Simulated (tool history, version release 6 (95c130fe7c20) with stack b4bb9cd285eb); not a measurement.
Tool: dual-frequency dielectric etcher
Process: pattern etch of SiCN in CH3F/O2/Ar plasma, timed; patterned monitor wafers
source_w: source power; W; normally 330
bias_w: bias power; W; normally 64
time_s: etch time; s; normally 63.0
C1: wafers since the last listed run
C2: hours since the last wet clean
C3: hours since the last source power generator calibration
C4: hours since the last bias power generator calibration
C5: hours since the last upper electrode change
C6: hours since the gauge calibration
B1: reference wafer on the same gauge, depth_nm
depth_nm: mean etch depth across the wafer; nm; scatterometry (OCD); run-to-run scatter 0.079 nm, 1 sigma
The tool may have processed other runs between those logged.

Run 1, hour 0.0: usual settings but time_s 51.0 s; C1 0; C2 30.3; C3 2096.2; C4 1412.1; C5 3325.1; C6 395.4; B1 22.91. Result: depth_nm 16.13 nm.
Run 2, hour 80.7: usual settings but time_s 51.0 s; C1 706; C2 111.0; C3 2176.9; C4 1492.8; C5 3405.8; C6 476.1; B1 22.92. Result: depth_nm 15.89 nm.
Run 3, hour 158.3: usual settings but time_s 51.0 s; C1 679; C2 188.6; C3 2254.5; C4 1570.4; C5 3483.4; C6 553.7; B1 22.90. Result: depth_nm 15.86 nm.
Run 4, hour 265.4: usual settings; C1 937; C2 295.7; C3 2361.6; C4 1677.5; C5 3590.5; C6 660.8; B1 22.89. Result: depth_nm 19.55 nm.
Run 5, hour 349.6: usual settings but bias_w 61 W; C1 736; C2 379.9; C3 2445.8; C4 1761.7; C5 3674.7; C6 745.0; B1 22.90. Result: depth_nm 19.26 nm.
At hour 494.4: wet clean of the chamber.
Run 6, hour 566.8: usual settings but bias_w 61 W; C1 1690; C2 72.4; C3 2663.0; C4 1978.9; C5 3891.9; C6 962.2; B1 22.86. Result: depth_nm 19.74 nm.
Run 7, hour 641.4: usual settings but bias_w 61 W; C1 652; C2 147.0; C3 2737.6; C4 2053.5; C5 3966.5; C6 1036.8; B1 22.89. Result: depth_nm 19.64 nm.
Run 8, hour 694.0: usual settings but bias_w 52 W; C1 460; C2 199.6; C3 2790.2; C4 2106.1; C5 4019.1; C6 1089.4; B1 22.90. Result: depth_nm 18.68 nm.
At hour 783.6: gauge calibrated.
Run 9, hour 798.1: usual settings but bias_w 52 W; C1 910; C2 303.7; C3 2894.3; C4 2210.2; C5 4123.2; C6 14.5; B1 22.90. Result: depth_nm 18.76 nm.
Run 10, hour 904.6: usual settings but bias_w 52 W; C1 931; C2 410.2; C3 3000.8; C4 2316.7; C5 4229.7; C6 121.0; B1 22.90. Result: depth_nm 18.42 nm.
At hour 960.1: wet clean of the chamber.
Run 11, hour 1007.3: usual settings but time_s 57.0 s; C1 688; C2 47.2; C3 3103.5; C4 2419.4; C5 4332.4; C6 223.7; B1 22.89. Result: depth_nm 18.21 nm.
At hour 1031.5: source power generator calibrated.
Run 12, hour 1074.0: usual settings but time_s 57.0 s; C1 548; C2 113.9; C3 42.5; C4 2486.1; C5 4399.1; C6 290.4; B1 22.90. Result: depth_nm 17.54 nm.
Run 13, hour 1116.1: usual settings but time_s 57.0 s; C1 368; C2 156.0; C3 84.6; C4 2528.2; C5 4441.2; C6 332.5; B1 22.90. Result: depth_nm 17.55 nm.
Run 14, hour 1165.7: usual settings; C1 434; C2 205.6; C3 134.2; C4 2577.8; C5 4490.8; C6 382.1; B1 22.87. Result: depth_nm 19.34 nm.
At hour 1233.8: bias power generator calibrated.
Run 15, hour 1234.3: usual settings; C1 565; C2 274.2; C3 202.8; C4 0.5; C5 4559.4; C6 450.7; B1 22.92. Result: depth_nm 19.14 nm.
Run 16, hour 1307.9: usual settings but source_w 260 W, time_s 56.0 s; C1 644; C2 347.8; C3 276.4; C4 74.1; C5 4633.0; C6 524.3; B1 22.91. Result: depth_nm 14.86 nm.
Run 17, hour 1346.5: usual settings but bias_w 74 W, time_s 54.0 s; C1 337; C2 386.4; C3 315.0; C4 112.7; C5 4671.6; C6 562.9; B1 22.89. Result: depth_nm 16.94 nm.
At hour 1445.1: wet clean of the chamber.
Run 18, hour 1445.6: usual settings but source_w 370 W, bias_w 49 W, time_s 48.0 s; C1 657; C2 0.5; C3 414.1; C4 211.8; C5 4770.7; C6 662.0; B1 22.90. Result: depth_nm 14.91 nm.
Run 19, hour 1530.3: usual settings but source_w 380 W, bias_w 71 W, time_s 52.5 s; C1 741; C2 85.2; C3 498.8; C4 296.5; C5 4855.4; C6 746.7; B1 22.89. Result: depth_nm 17.92 nm.
Run 20, hour 1582.9: usual settings but source_w 380 W, bias_w 69 W, time_s 69.5 s; C1 460; C2 137.8; C3 551.4; C4 349.1; C5 4908.0; C6 799.3; B1 22.89. Result: depth_nm 23.53 nm.
Run 21, hour 1626.1: usual settings but source_w 310 W, time_s 44.0 s; C1 378; C2 181.0; C3 594.6; C4 392.3; C5 4951.2; C6 842.5; B1 22.90. Result: depth_nm 13.10 nm.
Run 22, hour 1714.7: usual settings but bias_w 68 W, time_s 50.5 s; C1 775; C2 269.6; C3 683.2; C4 480.9; C5 5039.8; C6 931.1; B1 22.89. Result: depth_nm 15.65 nm.
Run 23, hour 1771.3: usual settings but source_w 270 W; C1 495; C2 326.2; C3 739.8; C4 537.5; C5 5096.4; C6 987.7; B1 22.91. Result: depth_nm 17.09 nm.
At hour 1797.0: upper electrode replaced.
At hour 1851.2: gauge calibrated.
Run 24, hour 1919.3: usual settings but source_w 260 W; C1 1085; C2 474.2; C3 887.8; C4 685.5; C5 122.3; C6 68.1; B1 22.90. Result: depth_nm 16.44 nm.
At hour 1962.9: wet clean of the chamber.
Run 25, hour 1981.3: usual settings but bias_w 54 W, time_s 52.5 s; C1 332; C2 18.4; C3 949.8; C4 747.5; C5 184.3; C6 130.1; B1 22.90. Result: depth_nm 15.74 nm.
Run 26, hour 2077.8: usual settings but time_s 57.0 s; C1 844; C2 114.9; C3 1046.3; C4 844.0; C5 280.8; C6 226.6; B1 22.90. Result: depth_nm 17.75 nm.
Run 27, hour 2122.0: usual settings but bias_w 61 W; C1 386; C2 159.1; C3 1090.5; C4 888.2; C5 325.0; C6 270.8; B1 22.91. Result: depth_nm 19.32 nm.
Run 28, hour 2219.1: usual settings but source_w 370 W, time_s 71.5 s; C1 849; C2 256.2; C3 1187.6; C4 985.3; C5 422.1; C6 367.9; B1 22.94. Result: depth_nm 23.47 nm.
Run 29, hour 2313.1: usual settings but source_w 390 W, bias_w 77 W, time_s 45.5 s; C1 822; C2 350.2; C3 1281.6; C4 1079.3; C5 516.1; C6 461.9; B1 22.91. Result: depth_nm 15.99 nm.

Alternative continuations, all from the tool just after run 29; predict every row:
Run A, hour 2313.5: usual settings; C1 3; C2 350.6; C3 1282.0; C4 1079.7; C5 516.5; C6 462.3; B1 ?. Result: depth_nm ?.
Run B, hour 2313.5: usual settings but source_w 260 W, bias_w 71 W, time_s 79.5 s; C1 3; C2 350.6; C3 1282.0; C4 1079.7; C5 516.5; C6 462.3; B1 ?. Result: depth_nm ?.
Run C, hour 2313.5: usual settings but source_w 360 W, time_s 47.5 s; C1 3; C2 350.6; C3 1282.0; C4 1079.7; C5 516.5; C6 462.3; B1 ?. Result: depth_nm ?.

run     B1  depth_nm
  A  22.89     19.38
  B  22.89     21.91
  C  22.89     15.31
With the hidden condition removed and each run's random variation left untouched, the same runs would have given:
run  depth_nm
  A     19.66
  B     22.24
  C     15.54
